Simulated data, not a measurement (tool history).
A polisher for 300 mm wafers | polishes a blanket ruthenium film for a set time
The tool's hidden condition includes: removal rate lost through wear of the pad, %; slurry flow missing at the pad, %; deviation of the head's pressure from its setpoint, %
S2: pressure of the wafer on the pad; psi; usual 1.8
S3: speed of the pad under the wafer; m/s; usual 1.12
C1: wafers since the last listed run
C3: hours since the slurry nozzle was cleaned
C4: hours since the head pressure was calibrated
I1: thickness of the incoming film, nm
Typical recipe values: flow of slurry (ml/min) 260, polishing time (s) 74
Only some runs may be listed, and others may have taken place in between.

{"run": 1, "hour": 0.0, "flow of slurry (ml/min)": 205, "S2": 1.8, "S3": 1.12, "polishing time (s)": 74, "C1": 0, "wafers polished on this pad": 4852, "C3": 736.6, "C4": 654.4, "I1": 376.8, "film removed (nm)": 98.7}
{"hour": 44.8, "done": "slurry nozzle cleaned"}
{"run": 2, "hour": 56.5, "flow of slurry (ml/min)": 260, "S2": 1.8, "S3": 1.12, "polishing time (s)": 74, "C1": 572, "wafers polished on this pad": 5424, "C3": 11.7, "C4": 710.9, "I1": 369.1, "film removed (nm)": 99.9}
{"run": 3, "hour": 102.9, "flow of slurry (ml/min)": 260, "S2": 1.8, "S3": 1.12, "polishing time (s)": 74, "C1": 478, "wafers polished on this pad": 5902, "C3": 58.1, "C4": 757.3, "I1": 367.3, "film removed (nm)": 99.7}
{"run": 4, "hour": 182.0, "flow of slurry (ml/min)": 260, "S2": 1.8, "S3": 1.12, "polishing time (s)": 74, "C1": 815, "wafers polished on this pad": 6718, "C3": 137.2, "C4": 836.4, "I1": 373, "film removed (nm)": 99.4}
{"hour": 341.7, "done": "worn pad replaced by a new one"}
{"run": 5, "hour": 472.2, "flow of slurry (ml/min)": 260, "S2": 1.8, "S3": 1.12, "polishing time (s)": 74, "C1": 2950, "wafers polished on this pad": 1345, "C3": 427.4, "C4": 1126.6, "I1": 374.4, "film removed (nm)": 98.9}
{"run": 6, "hour": 545.5, "flow of slurry (ml/min)": 260, "S2": 1.8, "S3": 1.12, "polishing time (s)": 74, "C1": 755, "wafers polished on this pad": 2101, "C3": 500.7, "C4": 1199.9, "I1": 372.2, "film removed (nm)": 99.5}
{"run": 7, "hour": 637.2, "flow of slurry (ml/min)": 260, "S2": 1.4, "S3": 1.12, "polishing time (s)": 74, "C1": 945, "wafers polished on this pad": 3046, "C3": 592.4, "C4": 1291.6, "I1": 367, "film removed (nm)": 78.3}
{"run": 8, "hour": 688.3, "flow of slurry (ml/min)": 260, "S2": 1.4, "S3": 1.12, "polishing time (s)": 74, "C1": 526, "wafers polished on this pad": 3573, "C3": 643.5, "C4": 1342.7, "I1": 365.3, "film removed (nm)": 77.6}
{"hour": 719.6, "done": "head pressure recalibrated"}
{"run": 9, "hour": 752.0, "flow of slurry (ml/min)": 260, "S2": 1.4, "S3": 1.12, "polishing time (s)": 74, "C1": 636, "wafers polished on this pad": 4209, "C3": 707.2, "C4": 32.4, "I1": 375.4, "film removed (nm)": 78.5}
{"run": 10, "hour": 809.3, "flow of slurry (ml/min)": 260, "S2": 1.8, "S3": 1.12, "polishing time (s)": 74, "C1": 590, "wafers polished on this pad": 4800, "C3": 764.5, "C4": 89.7, "I1": 365.6, "film removed (nm)": 99.4}
{"run": 11, "hour": 848.6, "flow of slurry (ml/min)": 260, "S2": 1.8, "S3": 1.12, "polishing time (s)": 82, "C1": 405, "wafers polished on this pad": 5205, "C3": 803.8, "C4": 129, "I1": 375.7, "film removed (nm)": 109.5}
{"hour": 864.3, "done": "slurry nozzle cleaned"}
{"run": 12, "hour": 935.3, "flow of slurry (ml/min)": 260, "S2": 1.8, "S3": 1.12, "polishing time (s)": 82, "C1": 883, "wafers polished on this pad": 6089, "C3": 71, "C4": 215.7, "I1": 369.4, "film removed (nm)": 112.2}
{"run": 13, "hour": 1021.1, "flow of slurry (ml/min)": 260, "S2": 1.8, "S3": 1.12, "polishing time (s)": 74, "C1": 884, "wafers polished on this pad": 6973, "C3": 156.8, "C4": 301.5, "I1": 369.6, "film removed (nm)": 98.4}
{"run": 14, "hour": 1064.2, "flow of slurry (ml/min)": 260, "S2": 1.8, "S3": 1.12, "polishing time (s)": 74, "C1": 444, "wafers polished on this pad": 7418, "C3": 199.9, "C4": 344.6, "I1": 368.7, "film removed (nm)": 100.5}
{"run": 15, "hour": 1101.4, "flow of slurry (ml/min)": 260, "S2": 2, "S3": 1.32, "polishing time (s)": 91, "C1": 383, "wafers polished on this pad": 7801, "C3": 237.1, "C4": 381.8, "I1": 365.6, "film removed (nm)": 151.8}
{"hour": 1140.9, "done": "worn pad replaced by a new one"}
{"run": 16, "hour": 1170.3, "flow of slurry (ml/min)": 335, "S2": 1.8, "S3": 1.12, "polishing time (s)": 74, "C1": 669, "wafers polished on this pad": 302, "C3": 306, "C4": 450.7, "I1": 375.3, "film removed (nm)": 102.3}
{"run": 17, "hour": 1253.5, "flow of slurry (ml/min)": 325, "S2": 1.8, "S3": 1.44, "polishing time (s)": 81, "C1": 857, "wafers polished on this pad": 1160, "C3": 389.2, "C4": 533.9, "I1": 370.7, "film removed (nm)": 132.7}
{"run": 18, "hour": 1306.5, "flow of slurry (ml/min)": 260, "S2": 1.8, "S3": 1.12, "polishing time (s)": 74, "C1": 546, "wafers polished on this pad": 1707, "C3": 442.2, "C4": 586.9, "I1": 369.3, "film removed (nm)": 99.9}
{"run": 19, "hour": 1358.5, "flow of slurry (ml/min)": 195, "S2": 1.3, "S3": 0.96, "polishing time (s)": 63, "C1": 536, "wafers polished on this pad": 2243, "C3": 494.2, "C4": 638.9, "I1": 366.6, "film removed (nm)": 53.8}
{"run": 20, "hour": 1419.2, "flow of slurry (ml/min)": 205, "S2": 1.5, "S3": 1.12, "polishing time (s)": 74, "C1": 625, "wafers polished on this pad": 2868, "C3": 554.9, "C4": 699.6, "I1": 366.4, "film removed (nm)": 80.2}
{"run": 21, "hour": 1515.0, "flow of slurry (ml/min)": 260, "S2": 2.3, "S3": 1.26, "polishing time (s)": 97, "C1": 987, "wafers polished on this pad": 3856, "C3": 650.7, "C4": 795.4, "I1": 364.3, "film removed (nm)": 183}
{"hour": 1520.8, "done": "slurry nozzle cleaned"}
{"run": 22, "hour": 1570.0, "flow of slurry (ml/min)": 310, "S2": 1.8, "S3": 1.12, "polishing time (s)": 74, "C1": 556, "wafers polished on this pad": 4413, "C3": 49.2, "C4": 850.4, "I1": 365.2, "film removed (nm)": 101.6}
{"run": 23, "hour": 1611.2, "flow of slurry (ml/min)": 260, "S2": 1.8, "S3": 1.12, "polishing time (s)": 74, "C1": 424, "wafers polished on this pad": 4838, "C3": 90.4, "C4": 891.6, "I1": 368.8, "film removed (nm)": 99.7}
{"run": 24, "hour": 1711.6, "flow of slurry (ml/min)": 260, "S2": 2.2, "S3": 1.32, "polishing time (s)": 74, "C1": 1035, "wafers polished on this pad": 5873, "C3": 190.8, "C4": 992, "I1": 368.1, "film removed (nm)": 138.4}
{"run": 25, "hour": 1799.9, "flow of slurry (ml/min)": 260, "S2": 1.2, "S3": 1.12, "polishing time (s)": 74, "C1": 910, "wafers polished on this pad": 6783, "C3": 279.1, "C4": 1080.3, "I1": 372.1, "film removed (nm)": 66.6}
{"hour": 1862.9, "done": "worn pad replaced by a new one"}
{"run": 26, "hour": 1863.4, "flow of slurry (ml/min)": 260, "S2": 1.4, "S3": 0.94, "polishing time (s)": 53, "C1": 613, "wafers polished on this pad": 5, "C3": 342.6, "C4": 1143.8, "I1": 373.5, "film removed (nm)": 49.9}
{"run": 27, "hour": 1919.8, "flow of slurry (ml/min)": 260, "S2": 2, "S3": 1.48, "polishing time (s)": 74, "C1": 581, "wafers polished on this pad": 586, "C3": 399, "C4": 1200.2, "I1": 363.8, "film removed (nm)": 133.8}
{"run": 28, "hour": 1998.4, "flow of slurry (ml/min)": 260, "S2": 1.8, "S3": 1.12, "polishing time (s)": 74, "C1": 810, "wafers polished on this pad": 1397, "C3": 477.6, "C4": 1278.8, "I1": 371.3, "film removed (nm)": 99}
{"run": 29, "hour": 2082.7, "flow of slurry (ml/min)": 260, "S2": 2, "S3": 0.9, "polishing time (s)": 74, "C1": 869, "wafers polished on this pad": 2266, "C3": 561.9, "C4": 1363.1, "I1": 369.4, "film removed (nm)": 96.7}
{"run": 30, "hour": 2128.6, "flow of slurry (ml/min)": 260, "S2": 1.8, "S3": 1.24, "polishing time (s)": 59, "C1": 473, "wafers polished on this pad": 2739, "C3": 607.8, "C4": 1409, "I1": 369.6, "film removed (nm)": 85.4}
{"hour": 2171.9, "done": "slurry nozzle cleaned"}
{"run": 31, "hour": 2180.3, "flow of slurry (ml/min)": 260, "S2": 1.8, "S3": 1.12, "polishing time (s)": 74, "C1": 522, "wafers polished on this pad": 3262, "C3": 8.4, "C4": 1460.7, "I1": 373.6, "film removed (nm)": 98.9}

Run 32 has not been measured yet. What should we expect?
{"run": 32, "hour": 2277.4, "flow of slurry (ml/min)": 260, "S2": 1.8, "S3": 1.12, "polishing time (s)": 74, "C1": 1001, "wafers polished on this pad": 4263, "C3": 105.5, "C4": 1557.8, "I1": 364, "film removed (nm)": "?"}

Run 32 measured film removed (nm) 100.4.
Were there no unlogged condition in the tool, this run, its random variation unchanged, would have produced film removed (nm) 100.4.
